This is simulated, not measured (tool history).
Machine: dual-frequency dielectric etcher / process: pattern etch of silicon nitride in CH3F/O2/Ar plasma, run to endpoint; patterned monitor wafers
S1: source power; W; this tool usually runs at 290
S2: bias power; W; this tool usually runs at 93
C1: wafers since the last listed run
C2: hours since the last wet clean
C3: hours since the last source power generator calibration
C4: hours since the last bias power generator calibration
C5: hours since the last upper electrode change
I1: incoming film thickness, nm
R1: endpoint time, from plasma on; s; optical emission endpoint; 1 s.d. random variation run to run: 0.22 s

run     day   S1   S2    C1     C2      C3      C4      C5     I1    R1
  1   0.000  290   93     0  119.2  3762.4  1750.5  3843.3  25.05  39.4
  2   1.942  250   93   636  165.8  3809.0  1797.1  3889.9  25.17  41.7
  3   9.604  250   93  2512  349.7  3992.9  1981.0  4073.8  25.02  41.3
  4  11.912  290  109   756  405.1  4048.3  2036.4  4129.2  24.92  35.7
     14.979  -- wet clean of the chamber
  5  15.000  290  109   684    0.5  4122.4  2110.5  4203.3  24.85  35.3
     16.088  -- source power generator calibrated
  6  16.217  240   93   344   29.7     3.1  2139.7  4232.5  24.79  41.1
  7  18.229  240   93   659   78.0    51.4  2188.0  4280.8  24.66  40.6
  8  19.942  240   93   561  119.1    92.5  2229.1  4321.9  24.86  41.6
  9  22.154  290   93   725  172.2   145.6  2282.2  4375.0  24.96  39.1
 10  24.983  290   83   927  240.1   213.5  2350.1  4442.9  24.86  41.6
 11  27.717  290   93   896  305.7   279.1  2415.7  4508.5  24.90  39.2
 12  30.204  250   93   815  365.4   338.8  2475.4  4568.2  25.03  41.1
 13  31.404  340   85   393  394.2   367.6  2504.2  4597.0  24.64  39.0
     32.517  -- upper electrode replaced
 14  32.546  310   93    46  421.6   395.0  2531.6     0.7  24.92  37.9
     34.721  -- wet clean of the chamber
 15  35.033  260   93   487    7.5   454.7  2591.3    60.4  24.86  40.3
     36.575  -- bias power generator calibrated
 16  38.025  290   93   926   79.3   526.5    34.8   132.2  24.80  37.9
 17  40.988  220  105   971  150.4   597.6   105.9   203.3  24.93  38.8
 18  42.192  310   77   394  179.3   626.5   134.8   232.2  25.13  42.3
 19  43.854  290  102   545  219.2   666.4   174.7   272.1  24.77  36.0
 20  46.496  290   93   866  282.6   729.8   238.1   335.5  24.85  38.1
 21  47.896  290   93   459  316.2   763.4   271.7   369.1  24.98  38.4
 22  49.108  220   86   397  345.3   792.5   300.8   398.2  25.00  43.7
 23  50.738  360   93   534  384.4   831.6   339.9   437.3  24.72  35.6
     52.512  -- bias power generator calibrated, repeated, since the last time left the tool worse
 24  53.733  290   93   927  456.3   903.5    29.3   509.2  24.91  39.5
     55.225  -- wet clean of the chamber
 25  56.058  330   93   434   20.0   959.3    85.1   565.0  24.82  38.0
 26  57.321  290   93   414   50.3   989.6   115.4   595.3  24.96  39.8
 27  59.154  330   75   601   94.3  1033.6   159.4   639.3  24.94  43.1
 28  60.817  250  111   545  134.2  1073.5   199.3   679.2  24.81  37.6
 29  63.471  270  105   870  197.9  1137.2   263.0   742.9  25.02  37.6
 30  65.450  290   93   649  245.4  1184.7   310.5   790.4  24.61  39.3
 31  67.075  330  108   532  284.4  1223.7   349.5   829.4  24.94  35.3
 32  69.808  250   83   896  350.0  1289.3   415.1   895.0  25.10  45.2
     72.925  -- wet clean of the chamber
 33  72.946  290   93   700    0.5  1364.6   490.4   970.3  24.65  39.4
 34  74.338  260  106   456   33.9  1398.0   523.8  1003.7  25.07  38.3
 35  76.658  310   81   761   89.6  1453.7   579.5  1059.4  25.06  42.6

Forecast each of these 4 alternatives for the next run:
  A  76.675  290  108   5  90.0  1454.1  579.9  1059.8  24.82   ?
  B  76.675  250   86   5  90.0  1454.1  579.9  1059.8  24.82   ?
  C  76.675  310   78   5  90.0  1454.1  579.9  1059.8  24.82   ?
  D  76.675  250   71   5  90.0  1454.1  579.9  1059.8  24.82   ?

run    R1
  A  36.0
  B  43.1
  C  42.8
  D  48.7
With no hidden state in the tool, these same runs would have given:
run    R1
  A  36.0
  B  43.1
  C  42.8
  D  48.7

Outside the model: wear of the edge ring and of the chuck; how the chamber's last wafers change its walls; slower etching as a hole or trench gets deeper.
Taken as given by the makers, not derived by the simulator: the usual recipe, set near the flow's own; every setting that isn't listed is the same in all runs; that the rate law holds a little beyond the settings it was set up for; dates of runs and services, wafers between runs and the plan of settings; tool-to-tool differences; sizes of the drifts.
